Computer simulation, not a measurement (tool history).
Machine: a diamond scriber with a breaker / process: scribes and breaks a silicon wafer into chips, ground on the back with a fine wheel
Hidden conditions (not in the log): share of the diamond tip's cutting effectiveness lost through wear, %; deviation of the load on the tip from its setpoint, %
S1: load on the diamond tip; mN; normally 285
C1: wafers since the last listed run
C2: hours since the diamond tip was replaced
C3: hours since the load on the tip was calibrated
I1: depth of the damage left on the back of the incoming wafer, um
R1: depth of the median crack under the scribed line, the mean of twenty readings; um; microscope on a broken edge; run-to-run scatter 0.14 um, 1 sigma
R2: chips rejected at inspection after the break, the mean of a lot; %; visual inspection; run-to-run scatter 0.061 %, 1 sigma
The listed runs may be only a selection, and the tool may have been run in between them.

run	hour	S1	C1	C2	C3	I1	R1	R2
1	0.0	285	0	296.3	898.1	2.29	13.89	1.94
2	69.0	285	193	365.3	967.1	1.68	13.65	1.71
3	157.3	285	247	453.6	1055.4	2.84	14.29	2.40
4	253.4	285	269	549.7	1151.5	2.54	13.99	2.04
5	361.3	285	302	657.6	1259.4	2.01	14.04	1.87
# hour 370.9: load on the tip recalibrated
6	430.5	285	188	726.8	59.6	2.07	14.72	2.21
7	480.3	330	139	776.6	109.4	2.89	15.24	3.42
8	528.0	285	133	824.3	157.1	1.95	14.54	2.23
9	578.6	232	142	874.9	207.7	1.78	13.47	1.74
10	619.3	201	114	915.6	248.4	1.54	12.93	1.93

Run 11 comes next. What will it give?
# hour 629.2: load on the tip recalibrated, repeated, since the last time left the tool worse
# hour 647.7: diamond tip replaced by a new one
11	669.8	285	130	22.1	40.6	1.52	?	?

{"run 11": {"R1": 13.4, "R2": 1.67}}
Had the tool carried no hidden state, the very same run would have given R1 13.41 um, R2 1.67 %.

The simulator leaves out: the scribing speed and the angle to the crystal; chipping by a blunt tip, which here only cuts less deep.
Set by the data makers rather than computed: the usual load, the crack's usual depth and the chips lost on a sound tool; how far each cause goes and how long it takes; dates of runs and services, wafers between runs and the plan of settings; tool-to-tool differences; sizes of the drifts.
